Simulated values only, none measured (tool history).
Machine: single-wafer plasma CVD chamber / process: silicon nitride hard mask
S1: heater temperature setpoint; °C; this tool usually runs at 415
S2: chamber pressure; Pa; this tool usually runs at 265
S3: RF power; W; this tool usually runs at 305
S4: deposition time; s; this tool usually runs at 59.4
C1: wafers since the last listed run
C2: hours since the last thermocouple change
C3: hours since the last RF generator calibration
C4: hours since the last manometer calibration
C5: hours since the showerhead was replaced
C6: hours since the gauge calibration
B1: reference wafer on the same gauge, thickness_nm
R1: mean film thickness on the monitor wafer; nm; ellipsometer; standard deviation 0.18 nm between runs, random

run   hour   S1   S2   S3    S4    C1      C2      C3      C4      C5     C6      B1      R1
  1      0  415  265  335  59.4     0  1978.6  1368.3  1868.6  4418.2  276.6  79.669  74.348
  2     96  415  265  305  53.7  1304  2074.6  1464.3  1964.6  4514.2  372.6  79.656  63.925
  3  110.1  415  265  305  59.4   191  2088.7  1478.4  1978.7  4528.3  386.7  79.773  70.309
  4  139.8  415  213  305  59.4   403  2118.4  1508.1  2008.4    4558  416.4   79.63  68.449
  5  174.6  415  243  305  59.4   472  2153.2  1542.9  2043.2  4592.8  451.2   79.72  69.387
  6  198.1  415  265  260  59.4   319  2176.7  1566.4  2066.7  4616.3  474.7  79.708  64.496
     232.4  -- showerhead replaced
  7  232.9  415  265  305  59.4   364  2211.5  1601.2  2101.5     0.5  509.5  79.691  70.197
  8  262.2  415  265  305  59.4   398  2240.8  1630.5  2130.8    29.8  538.8  79.655  70.431
  9  281.6  415  265  305  59.4   263  2260.2  1649.9  2150.2    49.2  558.2  79.718  69.985
     282.2  -- gauge calibrated
     301.1  -- RF generator calibrated
 10  313.1  415  265  305  59.4   319  2291.7      12  2181.7    80.7   30.9  79.743  73.129
 11  330.9  415  265  305  59.4   241  2309.5    29.8  2199.5    98.5   48.7  79.682  73.144
     352.2  -- thermocouple changed; heater temperature recalibrated
 12  363.2  415  265  305  59.4   330      11    62.1  2231.8   130.8     81  79.732  73.034
 13  388.1  424  304  285  55.3   338    35.9      87  2256.7   155.7  105.9  79.654  66.308
     411.9  -- capacitance manometer re-zeroed and calibrated
 14  412.4  429  215  305  59.4   221    60.2   111.3     0.5     180  130.2  79.714  70.244
 15  443.9  415  313  305  59.4   428    91.7   142.8      32   211.5  161.7  79.655  74.413
 16  475.7  409  221  350  70.9   432   123.5   174.6    63.8   243.3  193.5  79.765   91.01
 17  490.3  415  265  305  59.4   198   138.1   189.2    78.4   257.9  208.1  79.766  72.572

Run 18 comes next. What will it give?
 18  504.4  415  295  305  63.6  191  152.2  203.3  92.5  272  222.2   ?   ?

{"run 18": {"B1": 79.726, "R1": 79.109}}
Had the tool carried no hidden state, the very same run would have given R1 79.609 nm.

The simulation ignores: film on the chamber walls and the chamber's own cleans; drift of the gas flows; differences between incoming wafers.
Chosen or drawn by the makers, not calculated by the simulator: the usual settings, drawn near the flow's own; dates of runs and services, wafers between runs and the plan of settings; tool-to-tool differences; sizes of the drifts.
